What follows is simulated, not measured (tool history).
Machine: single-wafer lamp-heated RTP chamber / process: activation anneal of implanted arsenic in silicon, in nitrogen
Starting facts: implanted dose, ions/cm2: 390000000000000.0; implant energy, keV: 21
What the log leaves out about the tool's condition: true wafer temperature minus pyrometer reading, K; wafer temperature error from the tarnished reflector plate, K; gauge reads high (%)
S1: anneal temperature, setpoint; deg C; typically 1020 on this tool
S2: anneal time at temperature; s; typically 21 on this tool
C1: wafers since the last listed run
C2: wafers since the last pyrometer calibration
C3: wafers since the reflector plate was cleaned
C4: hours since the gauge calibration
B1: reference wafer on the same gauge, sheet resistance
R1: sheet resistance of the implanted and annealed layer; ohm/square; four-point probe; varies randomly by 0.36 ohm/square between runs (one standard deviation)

{"run": 1, "day": 0.0, "S1": 1020, "S2": 15, "C1": 0, "C2": 2715, "C3": 13636, "C4": 42.3, "B1": 223.07, "R1": 239.23}
{"run": 2, "day": 1.429, "S1": 1020, "S2": 21, "C1": 357, "C2": 3072, "C3": 13993, "C4": 76.6, "B1": 223.04, "R1": 236.73}
{"run": 3, "day": 1.954, "S1": 1020, "S2": 21, "C1": 131, "C2": 3203, "C3": 14124, "C4": 89.2, "B1": 223.07, "R1": 237.04}
{"run": 4, "day": 3.092, "S1": 1020, "S2": 21, "C1": 284, "C2": 3488, "C3": 14409, "C4": 116.5, "B1": 223.11, "R1": 236.24}
{"run": 5, "day": 3.867, "S1": 998, "S2": 21, "C1": 193, "C2": 3682, "C3": 14603, "C4": 135.1, "B1": 223.11, "R1": 238.95}
{"day": 5.104, "done": "reflector plate cleaned"}
{"run": 6, "day": 5.125, "S1": 998, "S2": 21, "C1": 231, "C2": 3913, "C3": 4, "C4": 165.3, "B1": 222.92, "R1": 239.39}
{"run": 7, "day": 6.138, "S1": 998, "S2": 21, "C1": 253, "C2": 4166, "C3": 258, "C4": 189.6, "B1": 222.88, "R1": 238.53}
{"day": 6.971, "done": "pyrometer window cleaned and pyrometer calibrated"}
{"run": 8, "day": 7.0, "S1": 995, "S2": 21, "C1": 132, "C2": 7, "C3": 390, "C4": 210.3, "B1": 223.05, "R1": 240.14}
{"day": 7.554, "done": "gauge calibrated"}
{"run": 9, "day": 8.175, "S1": 1020, "S2": 21, "C1": 293, "C2": 301, "C3": 684, "C4": 14.9, "B1": 222.99, "R1": 237.81}
{"run": 10, "day": 9.012, "S1": 1044, "S2": 12, "C1": 209, "C2": 510, "C3": 893, "C4": 35, "B1": 222.96, "R1": 237.29}
{"run": 11, "day": 10.246, "S1": 998, "S2": 21, "C1": 308, "C2": 819, "C3": 1202, "C4": 64.6, "B1": 222.99, "R1": 240.15}
{"run": 12, "day": 12.217, "S1": 999, "S2": 21, "C1": 492, "C2": 1312, "C3": 1695, "C4": 111.9, "B1": 223.07, "R1": 239.56}
{"run": 13, "day": 13.317, "S1": 1042, "S2": 21, "C1": 275, "C2": 1587, "C3": 1970, "C4": 138.3, "B1": 222.99, "R1": 234.81}
{"run": 14, "day": 14.388, "S1": 1028, "S2": 31, "C1": 267, "C2": 1855, "C3": 2238, "C4": 164, "B1": 223.15, "R1": 233.23}

What if the next run were any one of these 3? Each begins from the tool's condition after run 14:
{"run": "A", "day": 14.404, "S1": 1020, "S2": 21, "C1": 4, "C2": 1859, "C3": 2242, "C4": 164.4, "B1": "?", "R1": "?"}
{"run": "B", "day": 14.404, "S1": 1038, "S2": 33, "C1": 4, "C2": 1859, "C3": 2242, "C4": 164.4, "B1": "?", "R1": "?"}
{"run": "C", "day": 14.404, "S1": 1003, "S2": 21, "C1": 4, "C2": 1859, "C3": 2242, "C4": 164.4, "B1": "?", "R1": "?"}

run=A B1=222.89 R1=236.98
run=B B1=222.89 R1=231.22
run=C B1=222.89 R1=238.88
Without the tool's unlogged condition, the same runs would have read:
run=A R1=237.23
run=B R1=231.59
run=C R1=239.07
